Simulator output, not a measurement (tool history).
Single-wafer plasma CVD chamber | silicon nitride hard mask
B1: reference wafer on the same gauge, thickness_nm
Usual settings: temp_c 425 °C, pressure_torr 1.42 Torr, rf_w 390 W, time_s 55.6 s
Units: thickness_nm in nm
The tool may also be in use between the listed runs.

{"run": 1, "day": 0.0, "temp_c": 425, "pressure_torr": 1.42, "rf_w": 425, "time_s": 55.6, "B1": 81.89, "thickness_nm": 75.717}
{"run": 2, "day": 6.758, "temp_c": 425, "pressure_torr": 1.42, "rf_w": 390, "time_s": 55.6, "B1": 81.901, "thickness_nm": 73.528}
{"run": 3, "day": 9.738, "temp_c": 425, "pressure_torr": 1.42, "rf_w": 390, "time_s": 55.6, "B1": 81.872, "thickness_nm": 74.035}
{"run": 4, "day": 11.479, "temp_c": 425, "pressure_torr": 1.42, "rf_w": 390, "time_s": 55.6, "B1": 82.025, "thickness_nm": 73.386}
{"run": 5, "day": 13.317, "temp_c": 425, "pressure_torr": 1.42, "rf_w": 390, "time_s": 55.6, "B1": 82.031, "thickness_nm": 73.645}
{"run": 6, "day": 15.892, "temp_c": 425, "pressure_torr": 1.42, "rf_w": 390, "time_s": 55.6, "B1": 82.085, "thickness_nm": 73.543}
{"run": 7, "day": 16.925, "temp_c": 425, "pressure_torr": 1.42, "rf_w": 390, "time_s": 55.6, "B1": 81.896, "thickness_nm": 73.494}
{"run": 8, "day": 18.892, "temp_c": 425, "pressure_torr": 1.42, "rf_w": 390, "time_s": 55.6, "B1": 82.184, "thickness_nm": 73.494}
{"run": 9, "day": 26.033, "temp_c": 425, "pressure_torr": 1.42, "rf_w": 390, "time_s": 55.6, "B1": 82.018, "thickness_nm": 72.867}
{"run": 10, "day": 27.317, "temp_c": 425, "pressure_torr": 1.42, "rf_w": 390, "time_s": 55.6, "B1": 82.062, "thickness_nm": 72.747}
{"run": 11, "day": 29.621, "temp_c": 425, "pressure_torr": 1.42, "rf_w": 390, "time_s": 55.6, "B1": 81.991, "thickness_nm": 72.353}
{"run": 12, "day": 32.329, "temp_c": 425, "pressure_torr": 1.42, "rf_w": 425, "time_s": 55.6, "B1": 81.973, "thickness_nm": 76.595}
{"run": 13, "day": 38.246, "temp_c": 435, "pressure_torr": 1.42, "rf_w": 390, "time_s": 63.8, "B1": 81.966, "thickness_nm": 84.953}
{"run": 14, "day": 39.25, "temp_c": 412, "pressure_torr": 1.29, "rf_w": 345, "time_s": 55.6, "B1": 81.984, "thickness_nm": 69.984}
{"run": 15, "day": 40.283, "temp_c": 425, "pressure_torr": 1.42, "rf_w": 390, "time_s": 55.6, "B1": 82.043, "thickness_nm": 74.709}
{"run": 16, "day": 42.379, "temp_c": 415, "pressure_torr": 1.42, "rf_w": 390, "time_s": 55.6, "B1": 82.146, "thickness_nm": 74.941}
{"run": 17, "day": 44.104, "temp_c": 432, "pressure_torr": 1.42, "rf_w": 435, "time_s": 45.0, "B1": 82.043, "thickness_nm": 62.295}
{"run": 18, "day": 46.396, "temp_c": 425, "pressure_torr": 1.32, "rf_w": 410, "time_s": 50.1, "B1": 81.928, "thickness_nm": 66.105}
{"run": 19, "day": 48.508, "temp_c": 425, "pressure_torr": 1.42, "rf_w": 320, "time_s": 55.6, "B1": 82.079, "thickness_nm": 69.885}
{"run": 20, "day": 51.438, "temp_c": 425, "pressure_torr": 1.42, "rf_w": 390, "time_s": 55.6, "B1": 82.046, "thickness_nm": 74.313}

Not shown: 6 entries that the log had between the listed runs. Between which runs, and how does the tool's hidden state differ before and after?
Between runs 7 and 8: capacitance manometer re-zeroed and calibrated (day 18.871)
  delivered RF power above the setpoint (%): -5.65 -> -5.77
  measured less the result without the state, thickness_nm: -1.332 -> -1.361 nm
Between runs 8 and 9: gauge calibrated (day 22.508); RF generator calibrated (day 23.025)
  delivered RF power above the setpoint (%): -5.77 -> -10.1
  measured less the result without the state, thickness_nm: -1.361 -> -2.400 nm
Between runs 11 and 12: RF generator calibrated, repeated, since the last time left the tool worse (day 31.462)
  delivered RF power above the setpoint (%): -10.3 -> -0.984
  measured less the result without the state, thickness_nm: -2.436 -> -0.220 nm
Between runs 12 and 13: showerhead replaced (day 35.808); thermocouple changed; heater temperature recalibrated (day 36.092)
  delivered RF power above the setpoint (%): -0.984 -> -1.34
  measured less the result without the state, thickness_nm: -0.220 -> -0.359 nm

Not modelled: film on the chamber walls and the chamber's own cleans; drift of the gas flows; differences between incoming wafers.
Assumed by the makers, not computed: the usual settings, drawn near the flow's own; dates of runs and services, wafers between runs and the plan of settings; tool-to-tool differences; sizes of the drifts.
